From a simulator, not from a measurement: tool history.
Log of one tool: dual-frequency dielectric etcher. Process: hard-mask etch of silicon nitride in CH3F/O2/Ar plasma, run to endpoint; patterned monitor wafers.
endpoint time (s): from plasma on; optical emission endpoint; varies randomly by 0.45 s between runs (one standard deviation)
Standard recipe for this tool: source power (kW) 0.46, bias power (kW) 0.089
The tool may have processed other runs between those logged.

run,hour,source power (kW),bias power (kW),"incoming incoming film thickness, nm",endpoint time (s)
1,0,0.46,0.089,46.87,59.4
2,94.1,0.46,0.089,47.09,59.1
3,194.9,0.38,0.089,46.44,60.5
# hour 231.5: wet clean of the chamber
4,264.3,0.46,0.089,46.74,59.6
5,362.1,0.46,0.089,46.7,59.2
6,421.3,0.46,0.089,46.97,59.3
7,511.6,0.46,0.089,46.74,58.1
# hour 603.5: wet clean of the chamber
8,604,0.46,0.089,46.77,60.1
9,622.8,0.46,0.089,47,60.3
10,700.2,0.46,0.081,46.54,61.5
11,737,0.46,0.081,47.01,62.5
# hour 782.7: upper electrode replaced
12,839.5,0.46,0.081,47.43,61.1
# hour 857.4: bias power generator calibrated
13,881,0.57,0.089,47.17,55
14,981.6,0.37,0.096,46.63,58.5
# hour 1032.7: wet clean of the chamber
15,1128.5,0.46,0.089,46.99,59.9
16,1203.5,0.46,0.089,46.32,59
# hour 1224.5: source power generator calibrated
17,1251.4,0.58,0.07,47.08,61
18,1318,0.46,0.089,46.76,58.9
19,1359.2,0.53,0.099,46.69,52.9
20,1424.5,0.38,0.105,46.7,56.8
# hour 1502.7: wet clean of the chamber
21,1503.2,0.39,0.089,47.17,63.5
22,1702.9,0.46,0.107,47.01,54.5
23,1746.8,0.51,0.081,46.89,58.8
24,1849.3,0.42,0.089,46.72,58.7
# hour 1904.2: wet clean of the chamber
25,1948.6,0.36,0.075,46.6,68.1

What if the next run were any one of these 3? Each begins from the tool's condition after run 25:
A,1949,0.46,0.089,47.07,?
B,1949,0.56,0.107,47.07,?
C,1949,0.56,0.109,47.07,?

run,endpoint time (s)
A,60.3
B,53.1
C,52.7
Without the tool's hidden state the same runs would have given:
run,endpoint time (s)
A,60.9
B,53.7
C,53.3

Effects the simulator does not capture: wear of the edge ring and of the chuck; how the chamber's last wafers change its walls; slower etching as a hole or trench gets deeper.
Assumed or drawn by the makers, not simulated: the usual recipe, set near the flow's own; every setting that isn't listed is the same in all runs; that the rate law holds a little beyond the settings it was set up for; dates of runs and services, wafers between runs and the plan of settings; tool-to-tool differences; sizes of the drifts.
